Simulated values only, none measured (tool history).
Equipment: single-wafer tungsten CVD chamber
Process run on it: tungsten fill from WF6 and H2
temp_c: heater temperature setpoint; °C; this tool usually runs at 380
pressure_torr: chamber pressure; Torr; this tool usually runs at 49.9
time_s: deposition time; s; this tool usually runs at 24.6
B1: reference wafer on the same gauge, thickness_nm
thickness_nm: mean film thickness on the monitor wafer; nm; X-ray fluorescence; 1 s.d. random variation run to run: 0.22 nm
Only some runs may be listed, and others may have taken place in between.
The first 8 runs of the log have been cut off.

Run 9, hour 833.7: usual settings; B1 69.114. Result: thickness_nm 63.916 nm.
Run 10, hour 901.6: usual settings; B1 69.109. Result: thickness_nm 63.968 nm.
At hour 965.6: thermocouple changed; heater temperature recalibrated.
Run 11, hour 966.1: usual settings; B1 69.131. Result: thickness_nm 63.093 nm.
Run 12, hour 1072.9: usual settings; B1 69.147. Result: thickness_nm 62.310 nm.
Run 13, hour 1147.3: usual settings; B1 69.111. Result: thickness_nm 62.715 nm.
Run 14, hour 1244.8: usual settings; B1 69.119. Result: thickness_nm 62.660 nm.
At hour 1249.7: gauge calibrated.
Run 15, hour 1301.0: usual settings but pressure_torr 53.5 Torr; B1 69.076. Result: thickness_nm 65.232 nm.
Run 16, hour 1391.0: usual settings but pressure_torr 53.5 Torr; B1 69.110. Result: thickness_nm 65.009 nm.
Run 17, hour 1449.5: usual settings but temp_c 367 °C, pressure_torr 46.4 Torr, time_s 28.9 s; B1 69.112. Result: thickness_nm 52.113 nm.

Run 18 has not been measured yet. What should we expect?
Run 18, hour 1487.1: usual settings but temp_c 366 °C, pressure_torr 53.7 Torr; B1 ?. Result: thickness_nm ?.

B1: 69.040
thickness_nm: 46.611 nm
With no hidden state in the tool, this same run would have given thickness_nm 47.110 nm.
